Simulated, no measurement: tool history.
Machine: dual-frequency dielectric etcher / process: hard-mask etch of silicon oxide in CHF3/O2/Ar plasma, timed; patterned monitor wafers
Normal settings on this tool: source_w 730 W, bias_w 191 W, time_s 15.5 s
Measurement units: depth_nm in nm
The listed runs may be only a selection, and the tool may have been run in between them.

run    hour  source_w  bias_w  time_s  read-back reference wafer on the same gauge, depth_nm  depth_nm
  1     0.0       730     218    15.5                                                  32.35     32.03
  2    90.6       730     191    15.5                                                  32.26     29.79
  3   150.0       730     191    15.5                                                  32.33     29.69
  4   206.2       730     191    15.5                                                  32.32     29.69
      232.5  -- bias power generator calibrated
      246.8  -- wet clean of the chamber
  5   297.4       730     191    12.0                                                  32.33     22.71
  6   339.6       730     170    14.0                                                  32.28     24.90
  7   439.4       730     170    14.0                                                  32.33     24.89
  8   521.1       730     170    14.0                                                  32.32     25.17
  9   601.8       890     191    12.5                                                  32.29     26.57
 10   693.3       870     191    13.5                                                  32.27     28.48
      783.5  -- upper electrode replaced
 11   809.4       840     207    12.0                                                  32.30     26.04
      864.9  -- wet clean of the chamber
 12   895.8       730     191    15.5                                                  32.29     29.13
 13   951.4       670     150    20.0                                                  32.29     31.37
 14   995.5       790     239    13.5                                                  32.31     30.08
 15  1067.5       730     191    15.5                                                  32.31     29.36
 16  1118.3       730     191    15.5                                                  32.33     29.59
     1136.5  -- source power generator calibrated
 17  1221.9       730     207    13.0                                                  32.29     25.84
 18  1285.4       730     223    15.5                                                  32.29     32.31
 19  1352.3       660     191    15.5                                                  32.26     28.06
 20  1438.1       730     154    15.5                                                  32.27     26.52
 21  1475.3       830     191    15.5                                                  32.30     32.15
 22  1542.7       580     191    15.5                                                  32.35     26.29
     1624.6  -- wet clean of the chamber
 23  1637.0       730     191    15.5                                                  32.27     29.44
 24  1733.2       730     191    15.5                                                  32.31     29.61
 25  1779.4       730     191    17.0                                                  32.29     32.15
 26  1867.9       780     205    17.0                                                  32.33     34.72
 27  1972.4       730     191    15.5                                                  32.26     29.60
 28  2027.0       590     191    15.5                                                  32.28     26.12
 29  2266.3       640     177    17.0                                                  32.30     29.35
     2369.9  -- wet clean of the chamber
 30  2370.4       730     191    15.5                                                  32.30     29.41

What if the next run were any one of these 3? Each begins from the tool's condition after run 30:
  A  2370.8       730     191    15.5                                                      ?         ?
  B  2370.8       730     212    12.5                                                      ?         ?
  C  2370.8       850     160    16.5                                                      ?         ?

run  read-back reference wafer on the same gauge, depth_nm  depth_nm
  A                                                  32.29     29.15
  B                                                  32.29     24.85
  C                                                  32.29     30.63
Without the tool's unlogged condition, the same runs would have read:
run  depth_nm
  A     29.22
  B     24.90
  C     30.70
